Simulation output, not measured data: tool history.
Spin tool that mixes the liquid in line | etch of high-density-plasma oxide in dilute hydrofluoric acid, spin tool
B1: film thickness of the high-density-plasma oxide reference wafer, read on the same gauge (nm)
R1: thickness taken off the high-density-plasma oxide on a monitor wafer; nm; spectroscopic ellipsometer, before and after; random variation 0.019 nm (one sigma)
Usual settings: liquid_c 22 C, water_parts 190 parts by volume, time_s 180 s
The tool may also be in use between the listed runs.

Run 1, hour 0: usual settings but water_parts 265 parts by volume; B1 60.001. Result: R1 2.398 nm.
Run 2, hour 12.8: usual settings; B1 60.003. Result: R1 3.561 nm.
Run 3, hour 28.7: usual settings; B1 60.02. Result: R1 3.54 nm.
Run 4, hour 36.9: usual settings; B1 59.999. Result: R1 3.559 nm.
Run 5, hour 49.7: usual settings but liquid_c 18.5 C; B1 60.003. Result: R1 3.084 nm.
At hour 55.3: thermometer replaced.
Run 6, hour 63.1: usual settings but time_s 140 s; B1 60.008. Result: R1 2.988 nm.
At hour 64.9: hydrofluoric acid flow meter replaced.
Run 7, hour 77.4: usual settings but time_s 140 s; B1 59.997. Result: R1 3.029 nm.
Run 8, hour 88.9: usual settings; B1 59.998. Result: R1 3.849 nm.
Run 9, hour 95.8: usual settings; B1 60.031. Result: R1 3.86 nm.
At hour 96.9: gauge calibrated.
Run 10, hour 104: usual settings but time_s 265 s; B1 60.012. Result: R1 5.675 nm.

Run 11 comes next. What will it give?
Run 11, hour 114.8: usual settings but time_s 120 s; B1 ?. Result: R1 ?.

{"run 11": {"B1": 60.01, "R1": 2.543}}
Without the tool's hidden state the same run would have given R1 2.586 nm.
